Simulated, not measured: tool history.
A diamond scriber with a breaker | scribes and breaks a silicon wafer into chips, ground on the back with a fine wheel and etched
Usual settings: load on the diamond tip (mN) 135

run,hour,load on the diamond tip (mN),"incoming depth of the damage left on the back of the incoming wafer, um",depth of the median crack under the scribed line (um),chips rejected at inspection after the break (%)
1,0.0,135,0.48,7.81,3.16
2,14.6,135,0.67,7.66,4.06
3,36.2,160,0.67,8.51,0.64
4,52.3,160,0.43,8.41,0.66
5,65.9,160,0.51,8.28,0.75
6,114.6,109,0.34,6.43,22.59
7,123.4,109,0.72,6.58,18.62
8,132.2,109,0.39,6.44,23.75
9,146.4,135,0.37,7.27,7.27
10,160.5,135,0.41,7.32,7.54
11,171.1,135,0.32,7.18,9.44
12,181.8,135,0.73,7.03,8.72
# hour 194.5: load on the tip recalibrated
13,195.0,135,0.38,6.84,10.32
14,208.9,104,0.32,5.97,32.00
15,225.6,104,0.47,5.91,32.26
16,240.8,104,0.77,5.99,34.81
17,250.9,164,0.59,7.77,2.54
18,263.3,164,0.31,7.85,2.66
19,272.6,164,0.78,7.58,3.00
20,283.6,123,0.34,6.32,22.58
21,300.9,123,0.79,6.07,23.50
22,313.0,109,0.31,5.79,37.22
23,327.1,135,0.67,6.59,18.37
24,337.2,154,0.36,7.19,8.97
25,352.0,104,0.58,5.77,45.82
26,366.6,117,0.49,6.00,34.15
# hour 371.1: diamond tip replaced by a new one
27,378.9,172,0.35,9.07,3.79
28,388.3,173,0.70,8.98,3.68
29,395.5,163,0.65,9.06,2.32
30,406.7,120,0.52,7.59,5.82
31,412.8,122,0.75,7.41,5.21
32,423.8,135,0.53,7.90,1.43
33,429.9,151,0.37,8.62,0.74
34,437.2,135,0.54,8.08,1.54
35,446.5,135,0.65,8.14,1.68
36,453.0,97,0.56,6.46,20.47
37,462.9,135,0.68,8.00,1.57
38,478.3,158,0.61,8.65,1.29
39,493.1,104,0.66,6.73,14.91
40,502.8,135,0.67,7.93,1.67
41,516.8,149,0.64,8.40,0.71
42,522.8,113,0.63,7.06,9.36

Measured less the same run without the tool's hidden state. The same run-to-run variation is in both; the gauge's scatter may not be:
The hidden state here: share of the diamond tip's cutting effectiveness lost through wear, %; deviation of the load on the tip from its setpoint, %.
run,depth of the median crack under the scribed line (um),chips rejected at inspection after the break (%)
1,-0.77,+2.57
2,-0.80,+3.34
3,-0.95,-3.29
4,-0.99,-3.46
5,-1.02,-3.72
6,-0.92,+16.22
7,-0.97,+13.45
8,-0.97,+17.35
9,-1.15,+6.65
10,-1.21,+6.94
11,-1.23,+8.73
12,-1.24,+8.05
13,-1.25,+9.63
14,-1.15,+23.43
15,-1.18,+23.94
16,-1.26,+26.09
17,-1.68,-2.68
18,-1.76,-2.22
19,-1.74,-1.94
20,-1.50,+20.86
21,-1.51,+21.74
22,-1.49,+31.00
23,-1.77,+17.66
24,-1.98,+6.23
25,-1.66,+37.03
26,-1.80,+31.07
27,-0.48,-4.10
28,-0.47,-3.81
29,-0.49,-3.45
30,-0.40,+3.39
31,-0.40,+3.14
32,-0.43,+0.83
33,-0.46,-1.48
34,-0.44,+0.90
35,-0.45,+0.97
36,-0.36,+7.07
37,-0.45,+0.91
38,-0.49,-2.54
39,-0.38,+6.21
40,-0.46,+1.00
41,-0.50,-1.23
42,-0.41,+4.90
